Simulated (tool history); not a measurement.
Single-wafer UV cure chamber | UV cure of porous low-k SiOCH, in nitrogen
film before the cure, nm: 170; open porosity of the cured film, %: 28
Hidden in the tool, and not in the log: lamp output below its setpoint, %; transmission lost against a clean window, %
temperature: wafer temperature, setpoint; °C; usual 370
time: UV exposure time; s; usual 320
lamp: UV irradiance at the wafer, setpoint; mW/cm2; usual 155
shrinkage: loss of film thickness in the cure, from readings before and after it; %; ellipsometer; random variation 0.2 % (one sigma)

run,hour,temperature,time,lamp,wafers since the last listed run,hours since the UV bulbs were replaced,wafers since the quartz window was cleaned,shrinkage
1,0,370,320,155,0,624.8,2875,16.271
2,14.5,370,320,155,78,639.3,2953,16.027
3,28.7,370,320,155,76,653.5,3030,15.959
4,43.5,360,320,155,80,668.3,3110,15.765
5,59.7,360,320,155,87,684.5,3198,16.325
6,102.9,370,320,155,233,727.7,3431,16.034
7,109.9,370,320,155,37,734.7,3469,16.342
8,124.3,380,320,176,77,749.1,3547,16.849
9,141.3,380,320,176,91,766.1,3639,16.966
# hour 152.8: UV bulbs replaced
# hour 164.9: quartz window cleaned
10,165.4,370,375,155,43,12.6,2,18.457
11,188,370,320,155,122,35.2,124,17.574
12,199.4,360,320,155,61,46.6,186,16.839
13,210,370,320,155,57,57.2,243,17.054
14,223.6,370,320,155,73,70.8,317,17.081
15,241.3,387,320,193,95,88.5,412,19.104
16,257.3,370,370,185,86,104.5,499,18.865
17,272.8,352,400,191,83,120,583,19.13

Forecast run 18:
18,285.4,370,320,155,68,132.6,651,?

shrinkage: 16.86 %
Without the tool's hidden state the same run would have given shrinkage 17.47 %.

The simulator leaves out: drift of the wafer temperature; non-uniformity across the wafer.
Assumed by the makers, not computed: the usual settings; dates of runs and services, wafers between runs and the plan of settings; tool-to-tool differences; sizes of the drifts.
